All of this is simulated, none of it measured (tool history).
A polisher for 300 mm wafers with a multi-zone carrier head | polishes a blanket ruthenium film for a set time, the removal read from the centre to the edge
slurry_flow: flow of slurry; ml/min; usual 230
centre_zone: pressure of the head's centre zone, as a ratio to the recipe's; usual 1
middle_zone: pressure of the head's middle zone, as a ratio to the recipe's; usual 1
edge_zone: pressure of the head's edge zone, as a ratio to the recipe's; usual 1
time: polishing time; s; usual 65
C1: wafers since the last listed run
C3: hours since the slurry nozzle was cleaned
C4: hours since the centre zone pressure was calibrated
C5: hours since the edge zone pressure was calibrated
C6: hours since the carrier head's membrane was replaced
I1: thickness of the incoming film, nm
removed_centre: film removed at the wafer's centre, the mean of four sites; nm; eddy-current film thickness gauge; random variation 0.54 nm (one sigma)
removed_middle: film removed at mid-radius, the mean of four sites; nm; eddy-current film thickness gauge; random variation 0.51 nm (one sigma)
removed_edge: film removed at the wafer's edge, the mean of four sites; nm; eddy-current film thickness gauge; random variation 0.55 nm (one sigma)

{"run": 1, "hour": 0.0, "slurry_flow": 230, "centre_zone": 1, "middle_zone": 1.03, "edge_zone": 1, "time": 65, "C1": 0, "wafers polished on this pad": 1006, "C3": 313.8, "C4": 699.6, "C5": 380.5, "C6": 914.2, "I1": 582.8, "removed_centre": 47.4, "removed_middle": 46.2, "removed_edge": 46.6}
{"hour": 8.1, "done": "carrier head's membrane replaced by a new one"}
{"run": 2, "hour": 24.6, "slurry_flow": 230, "centre_zone": 1, "middle_zone": 1, "edge_zone": 1, "time": 65, "C1": 214, "wafers polished on this pad": 1221, "C3": 338.4, "C4": 724.2, "C5": 405.1, "C6": 16.5, "I1": 597.5, "removed_centre": 47.7, "removed_middle": 45.8, "removed_edge": 46.8}
{"run": 3, "hour": 74.5, "slurry_flow": 230, "centre_zone": 0.95, "middle_zone": 1, "edge_zone": 1, "time": 65, "C1": 546, "wafers polished on this pad": 1767, "C3": 388.3, "C4": 774.1, "C5": 455, "C6": 66.4, "I1": 580.5, "removed_centre": 45, "removed_middle": 44.9, "removed_edge": 46.5}
{"hour": 87.1, "done": "centre zone pressure recalibrated"}
{"run": 4, "hour": 106.5, "slurry_flow": 230, "centre_zone": 0.91, "middle_zone": 0.93, "edge_zone": 1.05, "time": 65, "C1": 328, "wafers polished on this pad": 2095, "C3": 420.3, "C4": 19.4, "C5": 487, "C6": 98.4, "I1": 589.2, "removed_centre": 40.3, "removed_middle": 41.3, "removed_edge": 46.7}
{"hour": 118.6, "done": "edge zone pressure recalibrated"}
{"run": 5, "hour": 178.0, "slurry_flow": 230, "centre_zone": 1, "middle_zone": 1, "edge_zone": 1, "time": 65, "C1": 760, "wafers polished on this pad": 2856, "C3": 491.8, "C4": 90.9, "C5": 59.4, "C6": 169.9, "I1": 587.5, "removed_centre": 44.2, "removed_middle": 43.2, "removed_edge": 44.6}
{"hour": 191.4, "done": "slurry nozzle cleaned"}
{"run": 6, "hour": 229.3, "slurry_flow": 190, "centre_zone": 1, "middle_zone": 1.07, "edge_zone": 1, "time": 65, "C1": 550, "wafers polished on this pad": 3407, "C3": 37.9, "C4": 142.2, "C5": 110.7, "C6": 221.2, "I1": 586.8, "removed_centre": 47.5, "removed_middle": 48, "removed_edge": 45.8}
{"hour": 285.8, "done": "worn pad replaced by a new one"}
{"run": 7, "hour": 286.3, "slurry_flow": 230, "centre_zone": 1, "middle_zone": 0.96, "edge_zone": 1, "time": 65, "C1": 580, "wafers polished on this pad": 5, "C3": 94.9, "C4": 199.2, "C5": 167.7, "C6": 278.2, "I1": 591.9, "removed_centre": 47.9, "removed_middle": 45.2, "removed_edge": 47.4}
{"run": 8, "hour": 349.1, "slurry_flow": 230, "centre_zone": 1, "middle_zone": 1, "edge_zone": 1, "time": 65, "C1": 687, "wafers polished on this pad": 693, "C3": 157.7, "C4": 262, "C5": 230.5, "C6": 341, "I1": 587.6, "removed_centre": 47.8, "removed_middle": 46.5, "removed_edge": 48}
{"run": 9, "hour": 408.1, "slurry_flow": 230, "centre_zone": 1, "middle_zone": 1, "edge_zone": 1, "time": 65, "C1": 645, "wafers polished on this pad": 1338, "C3": 216.7, "C4": 321, "C5": 289.5, "C6": 400, "I1": 600.7, "removed_centre": 48, "removed_middle": 46.6, "removed_edge": 46.8}
{"run": 10, "hour": 460.5, "slurry_flow": 170, "centre_zone": 1, "middle_zone": 0.93, "edge_zone": 1, "time": 78, "C1": 573, "wafers polished on this pad": 1912, "C3": 269.1, "C4": 373.4, "C5": 341.9, "C6": 452.4, "I1": 583.6, "removed_centre": 52.6, "removed_middle": 49.5, "removed_edge": 54.3}
{"run": 11, "hour": 528.7, "slurry_flow": 210, "centre_zone": 0.9, "middle_zone": 0.93, "edge_zone": 1, "time": 65, "C1": 746, "wafers polished on this pad": 2659, "C3": 337.3, "C4": 441.6, "C5": 410.1, "C6": 520.6, "I1": 588.4, "removed_centre": 41, "removed_middle": 42.5, "removed_edge": 45.5}
{"run": 12, "hour": 554.0, "slurry_flow": 205, "centre_zone": 0.94, "middle_zone": 1, "edge_zone": 0.92, "time": 65, "C1": 276, "wafers polished on this pad": 2936, "C3": 362.6, "C4": 466.9, "C5": 435.4, "C6": 545.9, "I1": 582.6, "removed_centre": 42.6, "removed_middle": 44.4, "removed_edge": 43.5}
{"hour": 607.3, "done": "edge zone pressure recalibrated"}
{"run": 13, "hour": 611.9, "slurry_flow": 230, "centre_zone": 1, "middle_zone": 1, "edge_zone": 1, "time": 65, "C1": 611, "wafers polished on this pad": 3548, "C3": 420.5, "C4": 524.8, "C5": 4.6, "C6": 603.8, "I1": 588.8, "removed_centre": 46.9, "removed_middle": 44, "removed_edge": 45.6}
{"hour": 631.6, "done": "worn pad replaced by a new one"}
{"run": 14, "hour": 660.2, "slurry_flow": 230, "centre_zone": 1, "middle_zone": 1, "edge_zone": 1, "time": 65, "C1": 484, "wafers polished on this pad": 313, "C3": 468.8, "C4": 573.1, "C5": 52.9, "C6": 652.1, "I1": 586.8, "removed_centre": 46.3, "removed_middle": 44.9, "removed_edge": 45}
{"hour": 720.2, "done": "slurry nozzle cleaned"}
{"run": 15, "hour": 725.3, "slurry_flow": 230, "centre_zone": 1.05, "middle_zone": 1, "edge_zone": 1, "time": 65, "C1": 701, "wafers polished on this pad": 1014, "C3": 5.1, "C4": 638.2, "C5": 118, "C6": 717.2, "I1": 588.1, "removed_centre": 52.8, "removed_middle": 47.4, "removed_edge": 48.3}
{"run": 16, "hour": 778.7, "slurry_flow": 230, "centre_zone": 1, "middle_zone": 1, "edge_zone": 1, "time": 65, "C1": 584, "wafers polished on this pad": 1599, "C3": 58.5, "C4": 691.6, "C5": 171.4, "C6": 770.6, "I1": 594.7, "removed_centre": 50.3, "removed_middle": 46.5, "removed_edge": 47.6}
{"run": 17, "hour": 849.2, "slurry_flow": 230, "centre_zone": 0.93, "middle_zone": 0.96, "edge_zone": 1, "time": 65, "C1": 771, "wafers polished on this pad": 2371, "C3": 129, "C4": 762.1, "C5": 241.9, "C6": 841.1, "I1": 597.9, "removed_centre": 47.2, "removed_middle": 45.1, "removed_edge": 46.9}
{"hour": 873.9, "done": "carrier head's membrane replaced by a new one"}
{"run": 18, "hour": 913.5, "slurry_flow": 230, "centre_zone": 1.1, "middle_zone": 1, "edge_zone": 1, "time": 65, "C1": 649, "wafers polished on this pad": 3020, "C3": 193.3, "C4": 826.4, "C5": 306.2, "C6": 39.6, "I1": 587.2, "removed_centre": 54.7, "removed_middle": 46.7, "removed_edge": 45.9}
{"run": 19, "hour": 968.2, "slurry_flow": 230, "centre_zone": 0.96, "middle_zone": 1.06, "edge_zone": 1, "time": 52, "C1": 598, "wafers polished on this pad": 3618, "C3": 248, "C4": 881.1, "C5": 360.9, "C6": 94.3, "I1": 594.1, "removed_centre": 37.6, "removed_middle": 38.7, "removed_edge": 37.3}
{"run": 20, "hour": 1003.7, "slurry_flow": 190, "centre_zone": 1, "middle_zone": 1.06, "edge_zone": 0.95, "time": 76, "C1": 388, "wafers polished on this pad": 4007, "C3": 283.5, "C4": 916.6, "C5": 396.4, "C6": 129.8, "I1": 595.4, "removed_centre": 55, "removed_middle": 54.4, "removed_edge": 51.9}
{"hour": 1018.4, "done": "worn pad replaced by a new one"}
{"hour": 1036.3, "done": "edge zone pressure recalibrated"}
{"run": 21, "hour": 1067.5, "slurry_flow": 230, "centre_zone": 1.09, "middle_zone": 1, "edge_zone": 0.95, "time": 65, "C1": 632, "wafers polished on this pad": 515, "C3": 347.3, "C4": 980.4, "C5": 31.2, "C6": 193.6, "I1": 586.4, "removed_centre": 53.9, "removed_middle": 45.8, "removed_edge": 45.3}
{"hour": 1079.6, "done": "centre zone pressure recalibrated"}
{"run": 22, "hour": 1113.7, "slurry_flow": 260, "centre_zone": 1.09, "middle_zone": 1.07, "edge_zone": 0.9, "time": 65, "C1": 483, "wafers polished on this pad": 999, "C3": 393.5, "C4": 34.1, "C5": 77.4, "C6": 239.8, "I1": 589.2, "removed_centre": 51.2, "removed_middle": 48.7, "removed_edge": 44.1}
{"run": 23, "hour": 1156.1, "slurry_flow": 190, "centre_zone": 1, "middle_zone": 1.07, "edge_zone": 1, "time": 65, "C1": 464, "wafers polished on this pad": 1463, "C3": 435.9, "C4": 76.5, "C5": 119.8, "C6": 282.2, "I1": 592.7, "removed_centre": 43.9, "removed_middle": 45.1, "removed_edge": 44.1}

Measured less the same run without the tool's hidden state. The same run-to-run variation is in both; the gauge's scatter may not be:
The hidden state here: removal rate lost through wear of the pad, %; slurry flow missing at the pad, %; deviation of the centre zone's pressure from its setpoint, %; deviation of the edge zone's pressure from its setpoint, %.
run=1 removed_centre=-0.6 removed_middle=-2.4 removed_edge=-1.8
run=2 removed_centre=-0.8 removed_middle=-2.6 removed_edge=-1.9
run=3 removed_centre=-1.2 removed_middle=-3.1 removed_edge=-2.3
run=4 removed_centre=-3.4 removed_middle=-3.2 removed_edge=-2.6
run=5 removed_centre=-4.6 removed_middle=-4.1 removed_edge=-3.1
run=6 removed_centre=+0.1 removed_middle=-0.3 removed_edge=-0.2
run=7 removed_centre=+0 removed_middle=-0.5 removed_edge=-0.3
run=8 removed_centre=-0.2 removed_middle=-0.8 removed_edge=-0.6
run=9 removed_centre=-0.5 removed_middle=-1.2 removed_edge=-0.8
run=10 removed_centre=-1.6 removed_middle=-2.3 removed_edge=-1.8
run=11 removed_centre=-1.2 removed_middle=-2.1 removed_edge=-1.7
run=12 removed_centre=-1.6 removed_middle=-2.6 removed_edge=-1.7
run=13 removed_centre=-1.8 removed_middle=-2.7 removed_edge=-2
run=14 removed_centre=-2.2 removed_middle=-3.3 removed_edge=-2.4
run=15 removed_centre=+1.8 removed_middle=-0.1 removed_edge=-0.1
run=16 removed_centre=+1.6 removed_middle=-0.3 removed_edge=-0.2
run=17 removed_centre=+1.2 removed_middle=-0.7 removed_edge=-0.5
run=18 removed_centre=+1.1 removed_middle=-1.1 removed_edge=-0.7
run=19 removed_centre=+0.6 removed_middle=-1.2 removed_edge=-0.9
run=20 removed_centre=+0.1 removed_middle=-2.5 removed_edge=-1.7
run=21 removed_centre=+0.1 removed_middle=-2.2 removed_edge=-1.6
run=22 removed_centre=-2.4 removed_middle=-2.4 removed_edge=-1.6
run=23 removed_centre=-3.5 removed_middle=-3.7 removed_edge=-2.6

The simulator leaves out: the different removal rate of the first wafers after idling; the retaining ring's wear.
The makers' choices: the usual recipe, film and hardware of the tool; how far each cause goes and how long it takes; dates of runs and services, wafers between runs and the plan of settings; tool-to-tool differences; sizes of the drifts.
